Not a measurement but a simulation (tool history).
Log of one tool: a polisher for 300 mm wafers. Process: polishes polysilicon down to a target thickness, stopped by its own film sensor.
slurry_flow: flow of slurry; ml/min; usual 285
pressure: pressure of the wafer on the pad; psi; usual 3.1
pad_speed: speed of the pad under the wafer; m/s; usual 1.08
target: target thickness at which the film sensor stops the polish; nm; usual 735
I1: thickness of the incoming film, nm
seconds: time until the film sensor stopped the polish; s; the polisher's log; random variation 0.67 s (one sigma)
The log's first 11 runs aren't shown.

-- hour=144.9 worn pad replaced by a new one
run 12 hour=159.1 | slurry_flow=285 pressure=3.1 pad_speed=1.08 target=735 | I1=1332.9 | seconds=53.3
run 13 hour=172.2 | slurry_flow=285 pressure=3.1 pad_speed=1.34 target=735 | I1=1324.3 | seconds=42.7
run 14 hour=182.9 | slurry_flow=285 pressure=3.1 pad_speed=1.34 target=735 | I1=1354.2 | seconds=44.8
-- hour=193.9 slurry nozzle cleaned
run 15 hour=194.4 | slurry_flow=285 pressure=3.1 pad_speed=1.08 target=735 | I1=1362.3 | seconds=56.8
run 16 hour=204.5 | slurry_flow=285 pressure=3.1 pad_speed=1.08 target=633 | I1=1323.4 | seconds=62.3
run 17 hour=215.0 | slurry_flow=370 pressure=3.5 pad_speed=0.70 target=591 | I1=1351.0 | seconds=92.5
run 18 hour=221.6 | slurry_flow=285 pressure=3.8 pad_speed=0.98 target=735 | I1=1339.1 | seconds=49.8
run 19 hour=238.8 | slurry_flow=285 pressure=4.2 pad_speed=0.96 target=637 | I1=1329.8 | seconds=54.0
run 20 hour=249.0 | slurry_flow=260 pressure=3.1 pad_speed=1.08 target=735 | I1=1356.1 | seconds=55.5
run 21 hour=258.0 | slurry_flow=285 pressure=3.1 pad_speed=1.08 target=901 | I1=1353.5 | seconds=39.2
-- hour=270.8 worn pad replaced by a new one
run 22 hour=271.3 | slurry_flow=355 pressure=3.1 pad_speed=1.08 target=735 | I1=1355.5 | seconds=54.4
-- hour=279.7 head pressure recalibrated
run 23 hour=309.1 | slurry_flow=200 pressure=3.1 pad_speed=1.08 target=845 | I1=1348.3 | seconds=48.7
run 24 hour=317.7 | slurry_flow=285 pressure=3.1 pad_speed=1.08 target=735 | I1=1314.9 | seconds=53.4
run 25 hour=324.1 | slurry_flow=285 pressure=3.1 pad_speed=1.08 target=557 | I1=1350.3 | seconds=72.1
run 26 hour=339.8 | slurry_flow=320 pressure=3.1 pad_speed=1.08 target=735 | I1=1334.3 | seconds=54.0
run 27 hour=346.1 | slurry_flow=190 pressure=3.6 pad_speed=0.84 target=735 | I1=1339.2 | seconds=67.6
-- hour=371.5 worn pad replaced by a new one
run 28 hour=379.0 | slurry_flow=285 pressure=4.0 pad_speed=1.08 target=795 | I1=1358.5 | seconds=42.5
run 29 hour=393.3 | slurry_flow=285 pressure=3.1 pad_speed=1.34 target=735 | I1=1332.6 | seconds=43.8
run 30 hour=409.5 | slurry_flow=260 pressure=3.4 pad_speed=1.40 target=735 | I1=1346.0 | seconds=39.5

Forecast each of these 3 alternatives for the next run:
run A hour=409.9 | slurry_flow=285 pressure=3.1 pad_speed=0.74 target=735 | I1=1334.2 | seconds=?
run B hour=409.9 | slurry_flow=285 pressure=3.1 pad_speed=0.82 target=735 | I1=1334.2 | seconds=?
run C hour=409.9 | slurry_flow=375 pressure=2.6 pad_speed=1.24 target=558 | I1=1334.2 | seconds=?

run=A seconds=78.4
run=B seconds=70.7
run=C seconds=67.5
Without the tool's hidden state the same runs would have given:
run=A seconds=80.8
run=B seconds=73.0
run=C seconds=69.7
